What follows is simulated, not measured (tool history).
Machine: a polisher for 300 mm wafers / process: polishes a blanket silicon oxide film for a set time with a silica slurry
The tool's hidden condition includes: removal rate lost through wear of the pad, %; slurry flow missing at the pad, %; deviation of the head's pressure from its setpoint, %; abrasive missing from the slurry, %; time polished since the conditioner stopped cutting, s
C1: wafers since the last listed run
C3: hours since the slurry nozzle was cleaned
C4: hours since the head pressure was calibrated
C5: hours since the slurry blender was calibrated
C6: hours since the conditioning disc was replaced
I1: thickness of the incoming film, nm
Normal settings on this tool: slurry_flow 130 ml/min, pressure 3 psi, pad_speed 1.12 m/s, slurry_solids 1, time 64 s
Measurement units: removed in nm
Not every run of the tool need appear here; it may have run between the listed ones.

{"run": 1, "hour": 0.0, "slurry_flow": 130, "pressure": 3, "pad_speed": 1.02, "slurry_solids": 1, "time": 56, "C1": 0, "wafers polished on this pad": 541, "C3": 560.1, "C4": 1397.8, "C5": 215.6, "C6": 218.4, "I1": 1307.4, "removed": 106.7}
{"run": 2, "hour": 14.9, "slurry_flow": 130, "pressure": 3, "pad_speed": 1.12, "slurry_solids": 1, "time": 58, "C1": 201, "wafers polished on this pad": 743, "C3": 575, "C4": 1412.7, "C5": 230.5, "C6": 233.3, "I1": 1265.9, "removed": 116.3}
{"hour": 33.1, "done": "conditioning disc replaced and pad reconditioned"}
{"run": 3, "hour": 44.0, "slurry_flow": 90, "pressure": 3, "pad_speed": 1.12, "slurry_solids": 1, "time": 64, "C1": 366, "wafers polished on this pad": 1110, "C3": 604.1, "C4": 1441.8, "C5": 259.6, "C6": 10.9, "I1": 1275.8, "removed": 117}
{"hour": 61.7, "done": "head pressure recalibrated"}
{"run": 4, "hour": 62.2, "slurry_flow": 165, "pressure": 3, "pad_speed": 1.12, "slurry_solids": 1, "time": 64, "C1": 219, "wafers polished on this pad": 1329, "C3": 622.3, "C4": 0.5, "C5": 277.8, "C6": 29.1, "I1": 1289.3, "removed": 126.2}
{"run": 5, "hour": 84.0, "slurry_flow": 130, "pressure": 3, "pad_speed": 1.12, "slurry_solids": 1, "time": 56, "C1": 294, "wafers polished on this pad": 1624, "C3": 644.1, "C4": 22.3, "C5": 299.6, "C6": 50.9, "I1": 1283, "removed": 106.3}
{"hour": 107.2, "done": "slurry nozzle cleaned"}
{"run": 6, "hour": 114.4, "slurry_flow": 90, "pressure": 3.3, "pad_speed": 1.12, "slurry_solids": 1.3, "time": 81, "C1": 397, "wafers polished on this pad": 2022, "C3": 7.2, "C4": 52.7, "C5": 330, "C6": 81.3, "I1": 1286.6, "removed": 178}
{"hour": 122.9, "done": "slurry blender recalibrated"}
{"run": 7, "hour": 129.4, "slurry_flow": 130, "pressure": 3, "pad_speed": 0.72, "slurry_solids": 1, "time": 74, "C1": 175, "wafers polished on this pad": 2198, "C3": 22.2, "C4": 67.7, "C5": 6.5, "C6": 96.3, "I1": 1278.7, "removed": 112.2}
{"run": 8, "hour": 152.6, "slurry_flow": 130, "pressure": 3, "pad_speed": 0.96, "slurry_solids": 1, "time": 64, "C1": 313, "wafers polished on this pad": 2511, "C3": 45.4, "C4": 90.9, "C5": 29.7, "C6": 119.5, "I1": 1266.8, "removed": 123.8}
{"run": 9, "hour": 169.4, "slurry_flow": 130, "pressure": 3.8, "pad_speed": 1.36, "slurry_solids": 1, "time": 71, "C1": 227, "wafers polished on this pad": 2739, "C3": 62.2, "C4": 107.7, "C5": 46.5, "C6": 136.3, "I1": 1295.1, "removed": 230.6}
{"hour": 179.7, "done": "worn pad replaced by a new one"}
{"run": 10, "hour": 185.4, "slurry_flow": 130, "pressure": 3, "pad_speed": 1.12, "slurry_solids": 1, "time": 64, "C1": 162, "wafers polished on this pad": 77, "C3": 78.2, "C4": 123.7, "C5": 62.5, "C6": 152.3, "I1": 1295.7, "removed": 139.6}
{"run": 11, "hour": 207.1, "slurry_flow": 130, "pressure": 3, "pad_speed": 1.12, "slurry_solids": 1, "time": 46, "C1": 293, "wafers polished on this pad": 371, "C3": 99.9, "C4": 145.4, "C5": 84.2, "C6": 174, "I1": 1281.4, "removed": 101.4}
{"run": 12, "hour": 240.5, "slurry_flow": 130, "pressure": 3, "pad_speed": 1.12, "slurry_solids": 1, "time": 64, "C1": 451, "wafers polished on this pad": 823, "C3": 133.3, "C4": 178.8, "C5": 117.6, "C6": 207.4, "I1": 1286.7, "removed": 138.3}
{"run": 13, "hour": 267.6, "slurry_flow": 130, "pressure": 3.3, "pad_speed": 1.12, "slurry_solids": 1, "time": 54, "C1": 366, "wafers polished on this pad": 1189, "C3": 160.4, "C4": 205.9, "C5": 144.7, "C6": 234.5, "I1": 1293.1, "removed": 124.8}
{"hour": 286.1, "done": "conditioning disc replaced and pad reconditioned"}
{"run": 14, "hour": 295.6, "slurry_flow": 130, "pressure": 3, "pad_speed": 1.12, "slurry_solids": 1, "time": 56, "C1": 351, "wafers polished on this pad": 1541, "C3": 188.4, "C4": 233.9, "C5": 172.7, "C6": 9.5, "I1": 1283.5, "removed": 117.4}
{"run": 15, "hour": 311.5, "slurry_flow": 130, "pressure": 3, "pad_speed": 1.12, "slurry_solids": 1, "time": 64, "C1": 215, "wafers polished on this pad": 1756, "C3": 204.3, "C4": 249.8, "C5": 188.6, "C6": 25.4, "I1": 1269.4, "removed": 136.5}
{"run": 16, "hour": 327.3, "slurry_flow": 130, "pressure": 3.8, "pad_speed": 1.12, "slurry_solids": 1, "time": 64, "C1": 213, "wafers polished on this pad": 1970, "C3": 220.1, "C4": 265.6, "C5": 204.4, "C6": 41.2, "I1": 1290.6, "removed": 167.3}
{"run": 17, "hour": 348.5, "slurry_flow": 105, "pressure": 3, "pad_speed": 1.12, "slurry_solids": 1, "time": 80, "C1": 286, "wafers polished on this pad": 2257, "C3": 241.3, "C4": 286.8, "C5": 225.6, "C6": 62.4, "I1": 1285.4, "removed": 157.9}
{"run": 18, "hour": 361.3, "slurry_flow": 130, "pressure": 3, "pad_speed": 1.12, "slurry_solids": 1, "time": 64, "C1": 173, "wafers polished on this pad": 2430, "C3": 254.1, "C4": 299.6, "C5": 238.4, "C6": 75.2, "I1": 1289.4, "removed": 130.2}
{"run": 19, "hour": 395.6, "slurry_flow": 130, "pressure": 3, "pad_speed": 0.74, "slurry_solids": 1, "time": 64, "C1": 464, "wafers polished on this pad": 2894, "C3": 288.4, "C4": 333.9, "C5": 272.7, "C6": 109.5, "I1": 1287.9, "removed": 91.1}
{"hour": 413.5, "done": "worn pad replaced by a new one"}
{"run": 20, "hour": 424.9, "slurry_flow": 105, "pressure": 3, "pad_speed": 1.12, "slurry_solids": 1, "time": 74, "C1": 342, "wafers polished on this pad": 154, "C3": 317.7, "C4": 363.2, "C5": 302, "C6": 138.8, "I1": 1282, "removed": 135.2}
{"run": 21, "hour": 453.7, "slurry_flow": 130, "pressure": 3, "pad_speed": 0.72, "slurry_solids": 1, "time": 74, "C1": 389, "wafers polished on this pad": 544, "C3": 346.5, "C4": 392, "C5": 330.8, "C6": 167.6, "I1": 1308.2, "removed": 95.8}
{"hour": 465.8, "done": "slurry blender recalibrated"}
{"run": 22, "hour": 484.2, "slurry_flow": 130, "pressure": 3, "pad_speed": 1.12, "slurry_solids": 1, "time": 77, "C1": 385, "wafers polished on this pad": 929, "C3": 377, "C4": 422.5, "C5": 18.4, "C6": 198.1, "I1": 1305.2, "removed": 169.2}
{"run": 23, "hour": 497.2, "slurry_flow": 130, "pressure": 3, "pad_speed": 1.32, "slurry_solids": 1, "time": 56, "C1": 175, "wafers polished on this pad": 1105, "C3": 390, "C4": 435.5, "C5": 31.4, "C6": 211.1, "I1": 1287.2, "removed": 141.5}
{"run": 24, "hour": 513.4, "slurry_flow": 130, "pressure": 3, "pad_speed": 1.42, "slurry_solids": 1, "time": 64, "C1": 219, "wafers polished on this pad": 1324, "C3": 406.2, "C4": 451.7, "C5": 47.6, "C6": 227.3, "I1": 1302.1, "removed": 173.2}
{"run": 25, "hour": 539.4, "slurry_flow": 130, "pressure": 3, "pad_speed": 1.12, "slurry_solids": 1, "time": 44, "C1": 351, "wafers polished on this pad": 1676, "C3": 432.2, "C4": 477.7, "C5": 73.6, "C6": 253.3, "I1": 1291.6, "removed": 95.9}
{"hour": 542.4, "done": "conditioning disc replaced and pad reconditioned"}
{"run": 26, "hour": 560.6, "slurry_flow": 130, "pressure": 3, "pad_speed": 0.96, "slurry_solids": 1.15, "time": 56, "C1": 259, "wafers polished on this pad": 1936, "C3": 453.4, "C4": 498.9, "C5": 94.8, "C6": 18.2, "I1": 1306.3, "removed": 115.6}

A few steps of removed between consecutive runs. Split each: what settings, incoming material and random variation would produce without the hidden state, and what is left over for the hidden state, along with gauge scatter present in only one of the two compared results (measured, and without hidden state):
Run 6 -> 7: slurry_flow 90 -> 130, pressure 3.3 -> 3, pad_speed 1.12 -> 0.72, slurry_solids 1.3 -> 1, time 81 -> 74, slurry blender recalibrated. removed -65.8 nm: hidden state +31.9, all else -97.7.
Run 8 -> 9: pressure 3 -> 3.8, pad_speed 0.96 -> 1.36, time 64 -> 71. removed +106.8 nm: hidden state -0.8, all else +107.6.
Run 9 -> 10: pressure 3.8 -> 3, pad_speed 1.36 -> 1.12, time 71 -> 64, worn pad replaced by a new one. removed -91 nm: hidden state +0.2, all else -91.2.
Run 21 -> 22: pad_speed 0.72 -> 1.12, time 74 -> 77, slurry blender recalibrated. removed +73.4 nm: hidden state +17.8, all else +55.6.

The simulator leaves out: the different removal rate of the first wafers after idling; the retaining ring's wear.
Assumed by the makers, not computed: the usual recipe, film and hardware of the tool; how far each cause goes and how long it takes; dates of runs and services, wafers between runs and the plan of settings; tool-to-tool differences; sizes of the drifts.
